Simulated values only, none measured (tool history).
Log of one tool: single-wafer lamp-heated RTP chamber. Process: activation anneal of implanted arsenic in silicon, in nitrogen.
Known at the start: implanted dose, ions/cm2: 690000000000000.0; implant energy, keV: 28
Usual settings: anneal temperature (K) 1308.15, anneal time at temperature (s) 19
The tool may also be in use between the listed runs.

run    hour  anneal temperature (K)  anneal time at temperature (s)  wafers since the last listed run  wafers since the last pyrometer calibration  wafers since the reflector plate was cleaned  hours since the gauge calibration  read-back reference wafer on the same gauge, sheet resistance  sheet resistance of the implanted and annealed layer (ohm/square)
  1       0                 1308.15                              19                                 0                                        11636                                         13614                             2769.1                                                         176.79                                                             155.64
       27.9  -- reflector plate cleaned
       86.9  -- pyrometer window cleaned and pyrometer calibrated
  2      93                 1308.15                              22                              1621                                          127                                          1201                             2862.1                                                         177.01                                                             154.56
  3   184.2                 1308.15                              22                              1920                                         2048                                          3121                             2953.3                                                          177.1                                                             155.32
  4   291.2                 1324.15                              19                              2252                                         4301                                          5374                             3060.3                                                         177.02                                                             154.34
  5     391                 1324.15                              19                              2101                                         6402                                          7475                             3160.1                                                         177.16                                                             155.01
  6   564.8                 1324.15                              19                              3659                                        10061                                         11135                             3333.9                                                         177.23                                                             153.77
      626.8  -- gauge calibrated
  7   645.6                 1308.15                              19                              1701                                        11763                                         12836                               18.8                                                          170.2                                                              149.8
        702  -- reflector plate cleaned
  8   747.9                 1286.15                              19                              1985                                        13748                                           965                              121.1                                                          170.8                                                             153.84
  9   807.8                 1286.15                              19                              1261                                        15010                                          2227                                181                                                         171.22                                                             153.03
 10   851.3                 1286.15                              19                               915                                        15925                                          3143                              224.5                                                         171.43                                                             153.86
      873.9  -- pyrometer window cleaned and pyrometer calibrated
 11   929.1                 1308.15                              19                              1469                                         1162                                          4612                              302.3                                                         171.85                                                             151.37
 12  1010.1                 1308.15                              19                              1705                                         2868                                          6318                              383.3                                                         172.04                                                              151.1
 13  1102.5                 1308.15                              19                              1945                                         4813                                          8263                              475.7                                                          172.7                                                             152.81
 14  1162.5                 1308.15                              19                              1263                                         6076                                          9527                              535.7                                                         172.94                                                             152.09
 15  1248.1                 1308.15                              14                              1802                                         7879                                         11329                              621.3                                                          173.3                                                             154.54
 16    1322                 1284.15                              24                              1556                                         9435                                         12885                              695.2                                                          173.7                                                             153.16
 17  1424.6                 1286.15                              26                              2160                                        11595                                         15045                              797.8                                                         173.82                                                             154.95
     1462.9  -- reflector plate cleaned
     1529.6  -- pyrometer window cleaned and pyrometer calibrated
 18  1530.1                 1336.15                              24                              1884                                            9                                          1245                              903.3                                                         174.44                                                             148.13
 19  1610.1                 1325.15                              19                              1684                                         1694                                          2929                              983.3                                                         174.43                                                             151.39
 20  1694.9                 1327.15                              15                              1785                                         3479                                          4715                             1068.1                                                         174.72                                                             152.51
 21  1787.1                 1319.15                              11                              1941                                         5420                                          6656                             1160.3                                                         174.89                                                             154.94
 22  1857.5                 1296.15                              19                              1482                                         6903                                          8139                             1230.7                                                         174.87                                                             155.47
 23  1951.8                 1291.15                              23                              1985                                         8888                                         10124                               1325                                                         175.34                                                             155.05
 24  2026.9                 1288.15                              26                              1581                                        10470                                         11705                             1400.1                                                         175.38                                                             154.83
 25  2096.6                 1284.15                              26                              1467                                        11937                                         13173                             1469.8                                                         175.61                                                             155.87
 26    2197                 1334.15                              12                              2113                                        14051                                         15287                             1570.2                                                         175.44                                                             152.72
     2233.1  -- pyrometer window cleaned and pyrometer calibrated
     2262.2  -- reflector plate cleaned
 27  2296.5                 1308.15                              19                              1758                                         1167                                           722                             1669.7                                                         175.79                                                             156.02
 28  2351.3                 1308.15                              15                              1153                                         2320                                          1876                             1724.5                                                         175.61                                                             156.25
 29  2410.6                 1323.15                              15                              1248                                         3569                                          3125                             1783.8                                                         175.98                                                             155.15
 30  2461.2                 1296.15                              19                              1065                                         4634                                          4190                             1834.4                                                         176.13                                                             156.17

Run 31 comes next. What will it give?
 31  2500.6                 1300.15                              30                               829                                         5464                                          5020                             1873.8                                                              ?                                                                  ?

read-back reference wafer on the same gauge, sheet resistance: 176.26
sheet resistance of the implanted and annealed layer (ohm/square): 154.83
Without the tool's hidden state the same run would have given sheet resistance of the implanted and annealed layer (ohm/square) 148.58.

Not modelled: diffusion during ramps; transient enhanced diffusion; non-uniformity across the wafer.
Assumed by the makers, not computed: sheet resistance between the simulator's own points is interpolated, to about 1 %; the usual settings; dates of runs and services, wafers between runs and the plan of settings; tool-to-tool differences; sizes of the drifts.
